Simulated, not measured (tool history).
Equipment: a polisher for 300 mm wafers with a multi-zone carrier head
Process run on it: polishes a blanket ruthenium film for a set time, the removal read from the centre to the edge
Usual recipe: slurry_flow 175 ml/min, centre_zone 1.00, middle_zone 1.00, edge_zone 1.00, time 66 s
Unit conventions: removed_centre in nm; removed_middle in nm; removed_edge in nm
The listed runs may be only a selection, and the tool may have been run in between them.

run   hour  slurry_flow  centre_zone  middle_zone  edge_zone  time  wafers since the last listed run  wafers polished on this pad  hours since the slurry nozzle was cleaned  hours since the centre zone pressure was calibrated  hours since the edge zone pressure was calibrated  hours since the carrier head's membrane was replaced  incoming thickness of the incoming film, nm  removed_centre  removed_middle  removed_edge
  1    0.0          175         1.00         1.00       1.00    66                                 0                          130                                      340.3                                                 84.8                                              962.9                                                 510.8                                        317.9           101.2            97.5         100.8
  2   53.9          175         1.00         0.93       1.00    66                               607                          738                                      394.2                                                138.7                                             1016.8                                                 564.7                                        321.0           100.2            92.1         101.7
  3   79.1          175         1.00         0.93       1.00    66                               284                         1022                                      419.4                                                163.9                                             1042.0                                                 589.9                                        317.2           100.2            92.3         101.9
  4  130.4          175         1.00         0.93       1.00    66                               578                         1600                                      470.7                                                215.2                                             1093.3                                                 641.2                                        315.8           100.1            92.1          98.5
  5  160.2          175         1.00         1.00       1.00    66                               336                         1936                                      500.5                                                245.0                                             1123.1                                                 671.0                                        320.2           102.4            98.6         102.5
     170.2  -- worn pad replaced by a new one
  6  229.0          175         1.00         1.00       1.00    66                               730                          662                                      569.3                                                313.8                                             1191.9                                                 739.8                                        319.5           103.0            97.3         100.2
     325.7  -- slurry nozzle cleaned
     328.3  -- worn pad replaced by a new one, of another model than before
  7  384.0          175         1.00         1.00       1.00    66                              1707                          628                                       58.3                                                468.8                                             1346.9                                                 894.8                                        319.5           102.9            97.3         103.6
  8  438.9          175         1.05         1.00       0.91    47                               619                         1247                                      113.2                                                523.7                                             1401.8                                                 949.7                                        320.5            77.6            69.5          68.6
     510.9  -- worn pad replaced by a new one
     591.8  -- edge zone pressure recalibrated
  9  624.1          175         0.97         1.00       0.97    66                              2020                         1254                                      298.4                                                708.9                                               32.3                                                1134.9                                        318.6           103.1            97.5         100.6
     627.1  -- centre zone pressure recalibrated
     671.2  -- worn pad replaced by a new one
     681.7  -- carrier head's membrane replaced by a new one
 10  682.2          175         1.00         1.00       0.96    66                               531                           67                                      356.5                                                 55.1                                               90.4                                                   0.5                                        322.0            99.9            97.9          99.1
 11  733.8          175         1.00         1.00       1.00    66                               581                          649                                      408.1                                                106.7                                              142.0                                                  52.1                                        314.2           101.7            97.7          99.5
 12  788.5          175         1.00         1.00       1.00    45                               616                         1266                                      462.8                                                161.4                                              196.7                                                 106.8                                        319.5            68.5            66.7          69.5
 13  819.6          175         1.00         1.10       1.06    66                               350                         1616                                      493.9                                                192.5                                              227.8                                                 137.9                                        316.3           101.7           106.0         102.9
     845.2  -- worn pad replaced by a new one
 14  879.2          145         1.00         1.05       1.00    66                               626                          383                                      553.5                                                252.1                                              287.4                                                 197.5                                        320.7            97.1            97.0          97.7

4 options for the next run, each taken on its own from the tool as it stands now. Forecast them:
  A  879.6          175         1.00         1.03       1.00    66                                 4                          388                                      553.9                                                252.5                                              287.8                                                 197.9                                        322.8               ?               ?             ?
  B  879.6          175         1.00         1.00       0.94    66                                 4                          388                                      553.9                                                252.5                                              287.8                                                 197.9                                        322.8               ?               ?             ?
  C  879.6          160         1.06         1.04       1.00    78                                 4                          388                                      553.9                                                252.5                                              287.8                                                 197.9                                        322.8               ?               ?             ?
  D  879.6          175         1.00         0.96       1.00    66                                 4                          388                                      553.9                                                252.5                                              287.8                                                 197.9                                        322.8               ?               ?             ?

run  removed_centre  removed_middle  removed_edge
  A           103.4           100.1         101.2
  B           103.4            97.6          98.3
  C           126.6           116.7         117.7
  D           103.4            94.3         101.3
What these runs would have given with no unlogged condition in the tool:
run  removed_centre  removed_middle  removed_edge
  A           101.0           100.1         101.2
  B           101.0            97.7          98.3
  C           123.6           116.7         117.7
  D           101.0            94.3         101.3
